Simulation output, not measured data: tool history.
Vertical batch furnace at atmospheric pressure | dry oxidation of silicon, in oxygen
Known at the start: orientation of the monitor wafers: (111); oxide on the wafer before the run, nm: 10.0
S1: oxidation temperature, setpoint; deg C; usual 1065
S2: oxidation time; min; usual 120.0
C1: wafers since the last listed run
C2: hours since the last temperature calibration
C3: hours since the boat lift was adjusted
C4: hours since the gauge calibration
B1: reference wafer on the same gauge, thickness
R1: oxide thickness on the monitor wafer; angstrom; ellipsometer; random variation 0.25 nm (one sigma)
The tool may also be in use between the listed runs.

run   hour    S1     S2   C1      C2      C3     C4      B1      R1
  1    0.0  1065  120.0    0  1885.0  1351.6  263.4  148.87  1427.2
  2   21.8  1076  120.0  163  1906.8  1373.4  285.2  149.08  1524.4
  3   42.6  1076  120.0  156  1927.6  1394.2  306.0  148.94  1523.1
  4   74.9  1082  120.0  242  1959.9  1426.5  338.3  149.03  1582.2
  5   92.8  1082  120.0  134  1977.8  1444.4  356.2  148.88  1583.5
  6  109.3  1065  120.0  123  1994.3  1460.9  372.7  148.95  1425.7
     186.9  -- boat lift adjusted
     219.5  -- thermocouples replaced and temperature profile calibrated
  7  220.0  1065  120.0  470     0.5    33.1  483.4  148.99  1387.1
  8  252.1  1065  120.0  240    32.6    65.2  515.5  149.01  1393.2
  9  275.8  1065  120.0  177    56.3    88.9  539.2  149.01  1392.9
     292.5  -- gauge calibrated
 10  310.0  1065  120.0  256    90.5   123.1   17.5  149.01  1393.6
 11  332.4  1065  120.0  168   112.9   145.5   39.9  148.93  1395.3
 12  354.8  1087   76.0  168   135.3   167.9   62.3  149.03  1214.2
 13  377.3  1065  120.0  168   157.8   190.4   84.8  149.08  1394.4
 14  403.2  1044   87.5  194   183.7   216.3  110.7  148.98  1025.9
 15  436.6  1076  120.0  250   217.1   249.7  144.1  149.08  1491.5
 16  476.4  1065  100.0  298   256.9   289.5  183.9  148.94  1257.0
 17  494.9  1065  120.0  138   275.4   308.0  202.4  149.01  1404.2
 18  522.7  1083  137.0  208   303.2   335.8  230.2  149.00  1682.5
 19  539.9  1065   85.5  129   320.4   353.0  247.4  149.04  1143.2
 20  551.9  1065   62.5   90   332.4   365.0  259.4  148.99   948.6
 21  587.7  1074   66.5  268   368.2   400.8  295.2  148.95  1041.6
 22  612.3  1046   74.0  184   392.8   425.4  319.8  149.00   940.1

3 ways to go on from here, each from the tool as it stands after run 22. What would each give?
  A  618.9  1065  145.5  49  399.4  432.0  326.4   ?   ?
  B  618.9  1078   61.5  49  399.4  432.0  326.4   ?   ?
  C  618.9  1084  151.0  49  399.4  432.0  326.4   ?   ?

run      B1      R1
  A  149.05  1577.1
  B  149.05  1019.3
  C  149.05  1801.2
Without the tool's hidden state the same runs would have given:
run      R1
  A  1556.7
  B  1004.5
  C  1776.2

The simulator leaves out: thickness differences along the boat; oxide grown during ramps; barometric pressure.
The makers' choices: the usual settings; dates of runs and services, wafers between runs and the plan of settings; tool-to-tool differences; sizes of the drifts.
